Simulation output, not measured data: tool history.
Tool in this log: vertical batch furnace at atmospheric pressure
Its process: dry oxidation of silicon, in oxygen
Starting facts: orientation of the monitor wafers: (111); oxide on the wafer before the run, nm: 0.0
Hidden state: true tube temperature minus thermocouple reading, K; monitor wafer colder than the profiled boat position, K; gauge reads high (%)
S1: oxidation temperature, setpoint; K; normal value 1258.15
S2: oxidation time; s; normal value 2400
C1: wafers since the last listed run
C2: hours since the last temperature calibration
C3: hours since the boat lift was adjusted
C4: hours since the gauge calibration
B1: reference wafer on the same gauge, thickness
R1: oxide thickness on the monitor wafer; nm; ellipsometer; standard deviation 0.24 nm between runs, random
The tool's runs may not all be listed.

run   hour       S1    S2    C1      C2      C3     C4     B1     R1
  1      0  1258.15  2400     0  4564.5  6122.2  269.1  43.26  47.43
  2   18.2  1258.15  2400   340  4582.7  6140.4  287.3   43.3  47.81
  3   31.7  1258.15  2400   252  4596.2  6153.9  300.8   43.3  48.04
  4   65.9  1258.15  1470   640  4630.4  6188.1    335  43.32  34.39
  5   98.1  1258.15  1470   603  4662.6  6220.3  367.2  43.24  34.03
  6  116.4  1258.15  1470   342  4680.9  6238.6  385.5  43.27  34.09
  7  134.1  1258.15  2400   331  4698.6  6256.3  403.2  43.35     48
  8  157.3  1258.15  2400   434  4721.8  6279.5  426.4  43.31  47.64
  9  172.2  1258.15  1860   279  4736.7  6294.4  441.3  43.33  40.39
     214.5  -- gauge calibrated
     245.7  -- boat lift adjusted
 10  246.2  1258.15  1860   936  4810.7     0.5   31.7  43.27  39.82
 11  249.8  1258.15  2400    67  4814.3     4.1   35.3  43.35  47.93
 12  263.6  1258.15  2400   258  4828.1    17.9   49.1  43.33   48.1
 13  295.8  1258.15  2400   603  4860.3    50.1   81.3  43.32  47.37
 14  328.5  1242.15  2130   612    4893    82.8    114  43.33  38.65
 15  349.3  1268.15  3600   389  4913.8   103.6  134.8  43.38  67.21
 16  383.4  1258.15  2400   638  4947.9   137.7  168.9  43.34  48.16
 17  412.7  1258.15  2400   548  4977.2     167  198.2  43.28  47.95
 18  431.6  1235.15  2400   354  4996.1   185.9  217.1  43.31  39.93
 19  456.8  1241.15  2400   472  5021.3   211.1  242.3  43.33  41.84
 20  488.5  1272.15  3390   593    5053   242.8    274  43.31  67.17
 21  517.5  1246.15  3450   543    5082   271.8    303  43.28  55.33
     544.4  -- thermocouples replaced and temperature profile calibrated
 22  611.1  1283.15  2730  1303    66.7   365.4  396.6  43.26  63.16
 23  638.2  1237.15  2400   507    93.8   392.5  423.7  43.33  40.76
 24  652.1  1245.15  1440   260   107.7   406.4  437.6  43.24  30.43
 25  664.7  1258.15  2400   236   120.3     419  450.2  43.28  47.91
 26  679.1  1280.15  2820   269   134.7   433.4  464.6  43.28  63.48
     684.6  -- gauge calibrated
 27  697.9  1258.15  2400   352   153.5   452.2   13.3  43.32  47.55
 28  712.1  1248.15  3270   265   167.7   466.4   27.5  43.34   54.7

Describe how what the log doesn't record of the tool's condition differs between the last listed run preceding each entry between runs and the first listed run following it.
Between runs 9 and 10: gauge calibrated (hour 214.5); boat lift adjusted (hour 245.7)
  both runs share identical hidden conditions
Between runs 21 and 22: thermocouples replaced and temperature profile calibrated (hour 544.4)
  both runs share identical hidden conditions
Between runs 26 and 27: gauge calibrated (hour 684.6)
  both runs share identical hidden conditions

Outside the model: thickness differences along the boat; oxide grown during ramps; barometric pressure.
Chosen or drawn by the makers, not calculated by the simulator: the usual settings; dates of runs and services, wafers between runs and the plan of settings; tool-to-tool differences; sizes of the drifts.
